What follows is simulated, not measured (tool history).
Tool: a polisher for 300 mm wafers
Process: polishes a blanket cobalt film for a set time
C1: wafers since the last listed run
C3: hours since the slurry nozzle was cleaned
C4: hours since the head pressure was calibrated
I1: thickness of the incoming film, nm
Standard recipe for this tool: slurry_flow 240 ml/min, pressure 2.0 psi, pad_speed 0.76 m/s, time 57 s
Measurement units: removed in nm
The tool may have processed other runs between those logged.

run 1 day=0.000 | slurry_flow=240 pressure=2.0 pad_speed=0.76 time=57 | C1=0 wafers_polished_on_this_pad=799 C3=301.3 C4=502.7 | I1=1313.9 | removed=214.0
run 2 day=0.992 | slurry_flow=240 pressure=2.0 pad_speed=0.76 time=57 | C1=166 wafers_polished_on_this_pad=966 C3=325.1 C4=526.5 | I1=1306.6 | removed=209.4
run 3 day=1.750 | slurry_flow=240 pressure=2.0 pad_speed=0.76 time=57 | C1=127 wafers_polished_on_this_pad=1094 C3=343.3 C4=544.7 | I1=1316.0 | removed=207.8
-- day=2.462 worn pad replaced by a new one
run 4 day=3.054 | slurry_flow=240 pressure=2.0 pad_speed=0.76 time=57 | C1=191 wafers_polished_on_this_pad=99 C3=374.6 C4=576.0 | I1=1281.0 | removed=209.1
run 5 day=4.379 | slurry_flow=240 pressure=2.0 pad_speed=0.76 time=57 | C1=222 wafers_polished_on_this_pad=321 C3=406.4 C4=607.8 | I1=1313.6 | removed=209.3
run 6 day=5.758 | slurry_flow=240 pressure=2.0 pad_speed=0.76 time=57 | C1=231 wafers_polished_on_this_pad=553 C3=439.5 C4=640.9 | I1=1306.3 | removed=211.3
run 7 day=6.854 | slurry_flow=240 pressure=2.0 pad_speed=0.76 time=57 | C1=184 wafers_polished_on_this_pad=737 C3=465.8 C4=667.2 | I1=1314.5 | removed=212.2
run 8 day=7.896 | slurry_flow=240 pressure=2.0 pad_speed=0.76 time=57 | C1=175 wafers_polished_on_this_pad=913 C3=490.8 C4=692.2 | I1=1294.5 | removed=207.4
run 9 day=8.625 | slurry_flow=240 pressure=2.0 pad_speed=0.76 time=57 | C1=122 wafers_polished_on_this_pad=1035 C3=508.3 C4=709.7 | I1=1290.0 | removed=210.3
run 10 day=9.462 | slurry_flow=240 pressure=2.0 pad_speed=0.76 time=57 | C1=140 wafers_polished_on_this_pad=1176 C3=528.4 C4=729.8 | I1=1283.5 | removed=207.4
run 11 day=10.533 | slurry_flow=240 pressure=2.0 pad_speed=0.76 time=57 | C1=180 wafers_polished_on_this_pad=1356 C3=554.1 C4=755.5 | I1=1304.5 | removed=209.2
-- day=11.308 worn pad replaced by a new one
run 12 day=11.329 | slurry_flow=240 pressure=2.0 pad_speed=0.76 time=57 | C1=105 wafers_polished_on_this_pad=3 C3=573.2 C4=774.6 | I1=1274.7 | removed=208.9
-- day=12.288 head pressure recalibrated
run 13 day=12.462 | slurry_flow=240 pressure=2.0 pad_speed=0.76 time=57 | C1=176 wafers_polished_on_this_pad=180 C3=600.4 C4=4.2 | I1=1294.5 | removed=220.1
run 14 day=13.367 | slurry_flow=240 pressure=2.0 pad_speed=0.76 time=57 | C1=151 wafers_polished_on_this_pad=332 C3=622.1 C4=25.9 | I1=1284.2 | removed=221.1
-- day=14.062 slurry nozzle cleaned
run 15 day=14.229 | slurry_flow=240 pressure=2.0 pad_speed=0.76 time=57 | C1=137 wafers_polished_on_this_pad=470 C3=4.0 C4=46.6 | I1=1309.7 | removed=218.6
run 16 day=15.150 | slurry_flow=240 pressure=2.0 pad_speed=0.76 time=57 | C1=154 wafers_polished_on_this_pad=625 C3=26.1 C4=68.7 | I1=1306.7 | removed=215.7
run 17 day=15.788 | slurry_flow=240 pressure=1.5 pad_speed=0.58 time=57 | C1=107 wafers_polished_on_this_pad=732 C3=41.4 C4=84.0 | I1=1272.1 | removed=140.7
run 18 day=16.588 | slurry_flow=155 pressure=2.0 pad_speed=0.76 time=51 | C1=134 wafers_polished_on_this_pad=866 C3=60.6 C4=103.2 | I1=1288.2 | removed=180.7
run 19 day=17.821 | slurry_flow=210 pressure=2.0 pad_speed=0.56 time=38 | C1=207 wafers_polished_on_this_pad=1073 C3=90.2 C4=132.8 | I1=1288.0 | removed=104.7
run 20 day=18.508 | slurry_flow=240 pressure=2.0 pad_speed=0.76 time=57 | C1=115 wafers_polished_on_this_pad=1189 C3=106.7 C4=149.3 | I1=1289.4 | removed=215.9
run 21 day=19.554 | slurry_flow=320 pressure=2.7 pad_speed=0.76 time=57 | C1=175 wafers_polished_on_this_pad=1365 C3=131.8 C4=174.4 | I1=1294.4 | removed=271.4
-- day=20.079 worn pad replaced by a new one
run 22 day=20.821 | slurry_flow=240 pressure=2.0 pad_speed=0.76 time=57 | C1=184 wafers_polished_on_this_pad=124 C3=162.2 C4=204.8 | I1=1294.7 | removed=215.8
run 23 day=21.421 | slurry_flow=240 pressure=2.0 pad_speed=0.76 time=57 | C1=100 wafers_polished_on_this_pad=225 C3=176.6 C4=219.2 | I1=1312.2 | removed=213.1
run 24 day=22.021 | slurry_flow=200 pressure=2.2 pad_speed=0.76 time=57 | C1=100 wafers_polished_on_this_pad=326 C3=191.0 C4=233.6 | I1=1299.2 | removed=222.4
run 25 day=23.221 | slurry_flow=240 pressure=2.0 pad_speed=0.76 time=65 | C1=201 wafers_polished_on_this_pad=528 C3=219.8 C4=262.4 | I1=1293.1 | removed=243.0
run 26 day=24.233 | slurry_flow=295 pressure=1.4 pad_speed=0.76 time=57 | C1=170 wafers_polished_on_this_pad=698 C3=244.1 C4=286.7 | I1=1296.8 | removed=178.3
run 27 day=25.417 | slurry_flow=240 pressure=2.0 pad_speed=0.76 time=57 | C1=198 wafers_polished_on_this_pad=897 C3=272.5 C4=315.1 | I1=1316.7 | removed=217.3
run 28 day=28.729 | slurry_flow=240 pressure=2.0 pad_speed=0.76 time=57 | C1=556 wafers_polished_on_this_pad=1454 C3=352.0 C4=394.6 | I1=1294.1 | removed=210.7
-- day=28.946 worn pad replaced by a new one
run 29 day=29.254 | slurry_flow=240 pressure=2.2 pad_speed=0.62 time=63 | C1=60 wafers_polished_on_this_pad=51 C3=364.6 C4=407.2 | I1=1281.5 | removed=205.5
run 30 day=29.962 | slurry_flow=160 pressure=1.6 pad_speed=0.76 time=47 | C1=119 wafers_polished_on_this_pad=170 C3=381.6 C4=424.2 | I1=1287.2 | removed=143.8
run 31 day=30.862 | slurry_flow=170 pressure=2.2 pad_speed=0.76 time=68 | C1=151 wafers_polished_on_this_pad=322 C3=403.2 C4=445.8 | I1=1283.5 | removed=255.7
run 32 day=31.996 | slurry_flow=240 pressure=2.0 pad_speed=0.76 time=57 | C1=190 wafers_polished_on_this_pad=512 C3=430.4 C4=473.0 | I1=1301.5 | removed=210.2
run 33 day=33.342 | slurry_flow=240 pressure=1.8 pad_speed=1.00 time=62 | C1=226 wafers_polished_on_this_pad=738 C3=462.7 C4=505.3 | I1=1281.0 | removed=286.0
run 34 day=34.208 | slurry_flow=155 pressure=2.4 pad_speed=0.62 time=46 | C1=145 wafers_polished_on_this_pad=884 C3=483.5 C4=526.1 | I1=1279.2 | removed=146.7
run 35 day=34.838 | slurry_flow=170 pressure=2.2 pad_speed=0.76 time=68 | C1=105 wafers_polished_on_this_pad=990 C3=498.6 C4=541.2 | I1=1298.6 | removed=255.4
run 36 day=35.929 | slurry_flow=240 pressure=2.0 pad_speed=0.76 time=57 | C1=183 wafers_polished_on_this_pad=1173 C3=524.8 C4=567.4 | I1=1277.1 | removed=211.0
run 37 day=36.733 | slurry_flow=240 pressure=2.0 pad_speed=0.88 time=50 | C1=135 wafers_polished_on_this_pad=1308 C3=544.1 C4=586.7 | I1=1287.3 | removed=214.7

For some of the steps in removed from one run to the next: how much would appear even if the tool had no hidden state, given the settings, what came in and random variation, and how much remains for the hidden state plus any gauge scatter that the measured result and the result without hidden state don't share?
Unlogged tool condition in this case: removal rate lost through wear of the pad, %; slurry flow missing at the pad, %; deviation of the head's pressure from its setpoint, %.
Run 12 -> 13: head pressure recalibrated. removed +11.2 nm: hidden state +9.5, all else +1.7.
Run 19 -> 20: slurry_flow 210 -> 240, pad_speed 0.56 -> 0.76, time 38 -> 57. removed +111.2 nm: hidden state -1.5, all else +112.7.
Run 30 -> 31: slurry_flow 160 -> 170, pressure 1.6 -> 2.2, time 47 -> 68. removed +111.9 nm: hidden state -3.1, all else +115.0.
Run 33 -> 34: slurry_flow 240 -> 155, pressure 1.8 -> 2.4, pad_speed 1.00 -> 0.62, time 62 -> 46. removed -139.3 nm: hidden state +3.8, all else -143.1.
Run 34 -> 35: slurry_flow 155 -> 170, pressure 2.4 -> 2.2, pad_speed 0.62 -> 0.76, time 46 -> 68. removed +108.7 nm: hidden state -3.2, all else +111.9.
